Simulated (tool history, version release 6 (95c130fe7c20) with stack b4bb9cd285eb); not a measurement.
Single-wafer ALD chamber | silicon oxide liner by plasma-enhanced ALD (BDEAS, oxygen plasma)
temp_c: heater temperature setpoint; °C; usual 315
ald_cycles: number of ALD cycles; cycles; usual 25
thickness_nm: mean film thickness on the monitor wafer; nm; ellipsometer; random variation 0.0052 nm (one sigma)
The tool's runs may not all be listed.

| run | hour | temp_c | ald_cycles | wafers since the last listed run | hours since the last thermocouple change | hours since the gauge calibration | read-back reference wafer on the same gauge, thickness_nm | thickness_nm |
|---|---|---|---|---|---|---|---|---|
| 1 | 0.0 | 304 | 25 | 0 | 2887.3 | 12.6 | 1.822 | 2.100 |
| 2 | 12.1 | 304 | 25 | 104 | 2899.4 | 24.7 | 1.821 | 2.100 |
| 3 | 25.8 | 304 | 25 | 118 | 2913.1 | 38.4 | 1.822 | 2.102 |
| 4 | 47.8 | 315 | 25 | 189 | 2935.1 | 60.4 | 1.821 | 2.066 |
| 5 | 73.1 | 315 | 25 | 218 | 2960.4 | 85.7 | 1.819 | 2.071 |
| 6 | 87.3 | 315 | 25 | 122 | 2974.6 | 99.9 | 1.821 | 2.062 |
| 7 | 120.6 | 315 | 25 | 287 | 3007.9 | 133.2 | 1.818 | 2.063 |
| 8 | 142.4 | 315 | 25 | 188 | 3029.7 | 155.0 | 1.823 | 2.064 |
| 9 | 162.7 | 315 | 25 | 175 | 3050.0 | 175.3 | 1.820 | 2.063 |
| 10 | 190.4 | 315 | 25 | 239 | 3077.7 | 203.0 | 1.823 | 2.064 |
| 11 | 217.4 | 315 | 25 | 233 | 3104.7 | 230.0 | 1.820 | 2.068 |
| 12 | 230.3 | 315 | 25 | 111 | 3117.6 | 242.9 | 1.821 | 2.065 |
| 13 | 257.6 | 315 | 25 | 235 | 3144.9 | 270.2 | 1.817 | 2.060 |
| 14 | 279.3 | 315 | 25 | 187 | 3166.6 | 291.9 | 1.820 | 2.060 |
|  | 300.4 | thermocouple changed; heater temperature recalibrated |
| 15 | 314.5 | 315 | 25 | 234 | 14.1 | 327.1 | 1.821 | 2.067 |
| 16 | 327.1 | 315 | 28 | 108 | 26.7 | 339.7 | 1.821 | 2.319 |
| 17 | 360.4 | 304 | 25 | 287 | 60.0 | 373.0 | 1.820 | 2.104 |
| 18 | 377.4 | 300 | 21 | 146 | 77.0 | 390.0 | 1.819 | 1.784 |
| 19 | 389.9 | 315 | 21 | 107 | 89.5 | 402.5 | 1.822 | 1.733 |
| 20 | 404.0 | 315 | 25 | 121 | 103.6 | 416.6 | 1.820 | 2.062 |
| 21 | 439.8 | 311 | 28 | 308 | 139.4 | 452.4 | 1.820 | 2.323 |
| 22 | 460.1 | 304 | 25 | 175 | 159.7 | 472.7 | 1.823 | 2.106 |
| 23 | 480.8 | 306 | 22 | 178 | 180.4 | 493.4 | 1.819 | 1.840 |
|  | 482.8 | gauge calibrated |
| 24 | 511.7 | 315 | 25 | 266 | 211.3 | 28.9 | 1.819 | 2.071 |
| 25 | 528.6 | 326 | 29 | 145 | 228.2 | 45.8 | 1.818 | 2.354 |
| 26 | 552.3 | 321 | 28 | 204 | 251.9 | 69.5 | 1.822 | 2.297 |
| 27 | 606.7 | 315 | 27 | 469 | 306.3 | 123.9 | 1.821 | 2.244 |
| 28 | 639.3 | 329 | 25 | 281 | 338.9 | 156.5 | 1.818 | 2.017 |
| 29 | 656.5 | 302 | 27 | 148 | 356.1 | 173.7 | 1.823 | 2.290 |
| 30 | 683.0 | 307 | 27 | 228 | 382.6 | 200.2 | 1.821 | 2.258 |
| 31 | 710.3 | 315 | 25 | 235 | 409.9 | 227.5 | 1.820 | 2.064 |

Hidden state at the last listed run before each entry between runs and at the first one after, where it differs:
Between runs 14 and 15: thermocouple changed; heater temperature recalibrated (hour 300.4)
  no hidden state differs between the two runs
Between runs 23 and 24: gauge calibrated (hour 482.8)
  no hidden state differs between the two runs
